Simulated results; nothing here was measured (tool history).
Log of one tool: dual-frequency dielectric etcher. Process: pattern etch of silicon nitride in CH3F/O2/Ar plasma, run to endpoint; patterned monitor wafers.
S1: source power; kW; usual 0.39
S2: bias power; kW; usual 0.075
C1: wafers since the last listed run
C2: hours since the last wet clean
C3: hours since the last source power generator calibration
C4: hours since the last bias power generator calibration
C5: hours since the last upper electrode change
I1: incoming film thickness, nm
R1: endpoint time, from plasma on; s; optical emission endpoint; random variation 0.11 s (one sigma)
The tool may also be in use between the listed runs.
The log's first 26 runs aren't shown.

run,hour,S1,S2,C1,C2,C3,C4,C5,I1,R1
27,346.9,0.39,0.084,186,253.4,117.9,17.4,73.8,28.48,36
28,354.5,0.44,0.083,87,261,125.5,25,81.4,28.09,33.9
29,366.2,0.39,0.075,134,272.7,137.2,36.7,93.1,28.27,37.3
30,382.5,0.46,0.06,187,289,153.5,53,109.4,28.08,38.1
31,393.4,0.33,0.067,125,299.9,164.4,63.9,120.3,27.94,41.4
32,417.4,0.39,0.075,275,323.9,188.4,87.9,144.3,28.3,37.2
33,425.8,0.44,0.075,96,332.3,196.8,96.3,152.7,27.96,35.1
34,434.9,0.39,0.069,104,341.4,205.9,105.4,161.8,27.88,38
35,443.1,0.39,0.075,94,349.6,214.1,113.6,170,27.79,36.5

4 ways to go on from here, each from the tool as it stands after run 35. What would each give?
A,443.5,0.39,0.075,4,350,214.5,114,170.4,27.93,?
B,443.5,0.29,0.06,4,350,214.5,114,170.4,27.93,?
C,443.5,0.31,0.062,4,350,214.5,114,170.4,27.93,?
D,443.5,0.39,0.067,4,350,214.5,114,170.4,27.93,?

run,R1
A,36.9
B,45.9
C,44
D,38.7
Without the tool's hidden state the same runs would have given:
run,R1
A,38.2
B,47.5
C,45.5
D,40.1
